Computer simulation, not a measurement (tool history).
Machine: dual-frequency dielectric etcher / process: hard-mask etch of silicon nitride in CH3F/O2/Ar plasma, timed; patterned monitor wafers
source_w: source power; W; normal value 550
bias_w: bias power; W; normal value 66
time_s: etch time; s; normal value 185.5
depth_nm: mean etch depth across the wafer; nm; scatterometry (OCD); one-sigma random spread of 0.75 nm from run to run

run	hour	source_w	bias_w	time_s	wafers since the last listed run	hours since the last wet clean	hours since the last source power generator calibration	hours since the last bias power generator calibration	hours since the last upper electrode change	hours since the gauge calibration	read-back reference wafer on the same gauge, depth_nm	depth_nm
1	0	550	66	185.5	0	154.2	3709.8	3565.3	3078.1	213.7	130.7	134.4
2	6	550	66	185.5	59	160.2	3715.8	3571.3	3084.1	219.7	130.9	134.4
3	18.4	550	66	185.5	122	172.6	3728.2	3583.7	3096.5	232.1	130.9	134.9
4	30.7	550	66	185.5	121	184.9	3740.5	3596	3108.8	244.4	131.1	134
5	45.4	550	66	185.5	145	199.6	3755.2	3610.7	3123.5	259.1	131.1	135
6	63.2	550	66	185.5	175	217.4	3773	3628.5	3141.3	276.9	131	135.6
7	71	500	66	185.5	77	225.2	3780.8	3636.3	3149.1	284.7	130.9	132.3
8	81.9	550	60	185.5	107	236.1	3791.7	3647.2	3160	295.6	131.1	133
# hour 111.5: upper electrode replaced
9	112	550	66	185.5	60	266.2	3821.8	3677.3	0.5	325.7	130.9	135
10	112.4	550	66	185.5	3	266.6	3822.2	3677.7	0.9	326.1	131	135.2
11	112.8	550	74	205	3	267	3822.6	3678.1	1.3	326.5	131	155.4
12	143.2	550	74	205	300	297.4	3853	3708.5	31.7	356.9	130.8	156.4
13	156.7	550	66	185.5	133	310.9	3866.5	3722	45.2	370.4	131.3	138.5
14	167.8	500	76	185.5	109	322	3877.6	3733.1	56.3	381.5	130.9	135.6
# hour 175.4: source power generator calibrated
# hour 176: bias power generator calibrated
15	177.1	450	66	232	46	331.3	1.7	1.1	65.6	390.8	131	161.3
16	191.4	510	58	167.5	141	345.6	16	15.4	79.9	405.1	130.8	118
17	205.2	550	57	185.5	136	359.4	29.8	29.2	93.7	418.9	131.2	132.1
# hour 229.3: wet clean of the chamber
18	229.8	550	66	218	5	0.5	54.4	53.8	118.3	443.5	130.8	155.4
19	230.2	460	66	185.5	3	0.9	54.8	54.2	118.7	443.9	130.8	125.3
20	231.7	430	77	213	14	2.4	56.3	55.7	120.2	445.4	130.8	146.7
21	247.2	550	55	185.5	153	17.9	71.8	71.2	135.7	460.9	130.9	128.3
# hour 247.6: gauge calibrated
22	284.2	550	74	185.5	365	54.9	108.8	108.2	172.7	36.6	131.3	136
23	291.8	420	66	158	75	62.5	116.4	115.8	180.3	44.2	131	105.2
24	301.8	600	66	185.5	98	72.5	126.4	125.8	190.3	54.2	131	137.8
25	313.7	550	66	185.5	117	84.4	138.3	137.7	202.2	66.1	131.1	133.7
26	331.3	550	66	185.5	173	102	155.9	155.3	219.8	83.7	130.9	133.3
27	346.2	630	75	139	147	116.9	170.8	170.2	234.7	98.6	131	108.9
28	354.6	550	66	185.5	82	125.3	179.2	178.6	243.1	107	131	136.4
29	363.4	550	66	165.5	86	134.1	188	187.4	251.9	115.8	130.9	120.8
30	373.5	500	76	185.5	99	144.2	198.1	197.5	262	125.9	131.1	135.4

State the hidden condition of the tool at each of the runs:
source power that arrives over what is set, %: 0, the same for each run
bias power that arrives over what is set, %: 0, the same for each run
gauge reads high (%): 0, the same for each run
H1: etch rate over this chamber's usual, %
run	H1
1	1.2
2	1.28
3	1.43
4	1.58
5	1.77
6	1.99
7	2.09
8	2.22
9	2.59
10	2.6
11	2.6
12	2.98
13	3.15
14	3.29
15	3.4
16	3.58
17	3.75
18	0.133
19	0.138
20	0.157
21	0.349
22	0.809
23	0.903
24	1.03
25	1.18
26	1.39
27	1.58
28	1.68
29	1.79
30	1.92
